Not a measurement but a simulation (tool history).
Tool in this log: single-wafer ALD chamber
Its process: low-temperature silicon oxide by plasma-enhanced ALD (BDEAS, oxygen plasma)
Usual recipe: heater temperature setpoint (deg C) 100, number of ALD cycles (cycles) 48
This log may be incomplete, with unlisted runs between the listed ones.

| run | hour | heater temperature setpoint (deg C) | number of ALD cycles (cycles) | read-back reference wafer on the same gauge, thickness_nm | mean film thickness on the monitor wafer (angstrom) |
|---|---|---|---|---|---|
| 1 | 0.0 | 100 | 48 | 5.631 | 63.62 |
| 2 | 32.1 | 100 | 48 | 5.626 | 63.43 |
| 3 | 59.8 | 100 | 48 | 5.630 | 63.54 |
| 4 | 95.5 | 100 | 48 | 5.627 | 63.59 |
| 5 | 130.6 | 100 | 48 | 5.631 | 63.68 |
| 6 | 155.4 | 100 | 48 | 5.630 | 63.67 |
| 7 | 177.6 | 100 | 48 | 5.631 | 63.60 |
|  | 184.9 | gauge calibrated |
| 8 | 196.0 | 100 | 48 | 5.630 | 63.72 |
| 9 | 210.3 | 100 | 48 | 5.630 | 63.43 |
| 10 | 305.6 | 89 | 55 | 5.632 | 76.34 |
| 11 | 334.1 | 100 | 48 | 5.631 | 63.59 |
|  | 365.7 | thermocouple changed; heater temperature recalibrated |
| 12 | 369.1 | 92 | 42 | 5.633 | 57.74 |
| 13 | 401.4 | 105 | 55 | 5.628 | 72.11 |
| 14 | 429.1 | 92 | 45 | 5.630 | 61.62 |
| 15 | 443.1 | 100 | 48 | 5.631 | 63.54 |
| 16 | 476.8 | 90 | 57 | 5.631 | 78.98 |
| 17 | 503.8 | 107 | 53 | 5.632 | 69.46 |
| 18 | 521.3 | 100 | 48 | 5.630 | 63.72 |
| 19 | 549.5 | 104 | 44 | 5.628 | 57.71 |
| 20 | 584.4 | 93 | 48 | 5.634 | 65.24 |
|  | 599.7 | gauge calibrated |
| 21 | 614.7 | 100 | 48 | 5.630 | 63.74 |

Below are 4 alternative next runs, each starting from the tool's condition after run 21. Predict each:
| A | 615.2 | 100 | 48 | ? | ? |
| B | 615.2 | 94 | 45 | ? | ? |
| C | 615.2 | 86 | 42 | ? | ? |
| D | 615.2 | 89 | 53 | ? | ? |

| run | read-back reference wafer on the same gauge, thickness_nm | mean film thickness on the monitor wafer (angstrom) |
|---|---|---|
| A | 5.632 | 63.53 |
| B | 5.632 | 61.03 |
| C | 5.632 | 58.79 |
| D | 5.632 | 73.32 |
Stripped of hidden state, with their random variation kept, the same runs would have yielded:
| run | mean film thickness on the monitor wafer (angstrom) |
|---|---|
| A | 63.53 |
| B | 61.03 |
| C | 58.79 |
| D | 73.32 |
